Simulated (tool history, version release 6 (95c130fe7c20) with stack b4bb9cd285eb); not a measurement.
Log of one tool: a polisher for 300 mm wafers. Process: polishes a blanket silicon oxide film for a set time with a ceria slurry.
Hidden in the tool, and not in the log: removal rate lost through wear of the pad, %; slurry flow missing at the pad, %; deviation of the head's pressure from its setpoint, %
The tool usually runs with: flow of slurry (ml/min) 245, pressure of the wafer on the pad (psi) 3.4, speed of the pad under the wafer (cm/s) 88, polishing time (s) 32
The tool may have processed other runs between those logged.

run,hour,flow of slurry (ml/min),pressure of the wafer on the pad (psi),speed of the pad under the wafer (cm/s),polishing time (s),wafers since the last listed run,wafers polished on this pad,hours since the slurry nozzle was cleaned,hours since the head pressure was calibrated,"incoming thickness of the incoming film, nm",film removed (Å)
1,0.0,245,3.4,88,32,0,2332,261.8,168.7,1120.5,1377
2,86.3,245,3.4,88,32,650,2982,348.1,255.0,1120.1,1381
# hour 120.8: worn pad replaced by a new one
3,175.8,245,3.4,88,32,644,414,437.6,344.5,1127.3,1385
4,251.1,245,3.4,88,32,567,982,512.9,419.8,1105.4,1374
5,347.0,245,3.4,88,32,722,1704,608.8,515.7,1115.4,1370
6,391.2,270,3.4,88,32,333,2037,653.0,559.9,1110.9,1384
# hour 393.6: head pressure recalibrated
# hour 461.8: slurry nozzle cleaned
7,474.5,270,3.4,88,32,604,2642,12.7,80.9,1110.7,1400
# hour 480.8: worn pad replaced by a new one
8,575.0,270,3.4,88,32,727,709,113.2,181.4,1121.0,1385
9,655.1,245,3.4,88,32,603,1313,193.3,261.5,1109.6,1380
10,734.1,245,3.4,88,32,595,1908,272.3,340.5,1126.8,1386
11,837.2,245,3.4,88,32,776,2685,375.4,443.6,1120.1,1376
12,893.8,290,3.4,88,32,426,3111,432.0,500.2,1121.7,1387
# hour 937.0: worn pad replaced by a new one, of another model than before
13,941.8,300,2.9,60,24,331,36,480.0,548.2,1120.9,721
14,1032.9,295,3.4,88,36,686,722,571.1,639.3,1137.2,1530
# hour 1044.3: head pressure recalibrated
15,1140.1,310,3.4,88,32,792,1515,678.3,95.8,1111.9,1368
# hour 1214.1: slurry nozzle cleaned
16,1245.9,245,3.0,88,42,789,2304,31.8,201.6,1142.0,1659
# hour 1328.8: worn pad replaced by a new one
17,1329.3,245,3.4,106,39,598,3,115.2,285.0,1096.9,1931
18,1424.3,295,2.3,118,27,715,719,210.2,380.0,1116.1,1113
19,1476.7,245,4.4,88,32,394,1114,262.6,432.4,1122.4,1660
20,1574.6,245,3.4,88,32,737,1851,360.5,530.3,1117.1,1348
# hour 1597.3: head pressure recalibrated
# hour 1798.5: worn pad replaced by a new one
21,1856.6,245,3.4,88,32,2079,437,642.5,259.3,1128.4,1327
# hour 1962.7: slurry nozzle cleaned
22,2051.3,245,3.4,88,32,1459,1897,88.6,454.0,1118.5,1373

Alternative continuations, all from the tool just after run 22; predict every row:
A,2051.7,245,3.4,88,32,3,1900,89.0,454.4,1103.8,?
B,2051.7,160,4.5,116,36,3,1900,89.0,454.4,1103.8,?
C,2051.7,245,2.7,88,37,3,1900,89.0,454.4,1103.8,?

run,film removed (Å)
A,1409
B,2246
C,1380
With the hidden condition removed and each run's random variation left untouched, the same runs would have given:
run,film removed (Å)
A,1418
B,2266
C,1389

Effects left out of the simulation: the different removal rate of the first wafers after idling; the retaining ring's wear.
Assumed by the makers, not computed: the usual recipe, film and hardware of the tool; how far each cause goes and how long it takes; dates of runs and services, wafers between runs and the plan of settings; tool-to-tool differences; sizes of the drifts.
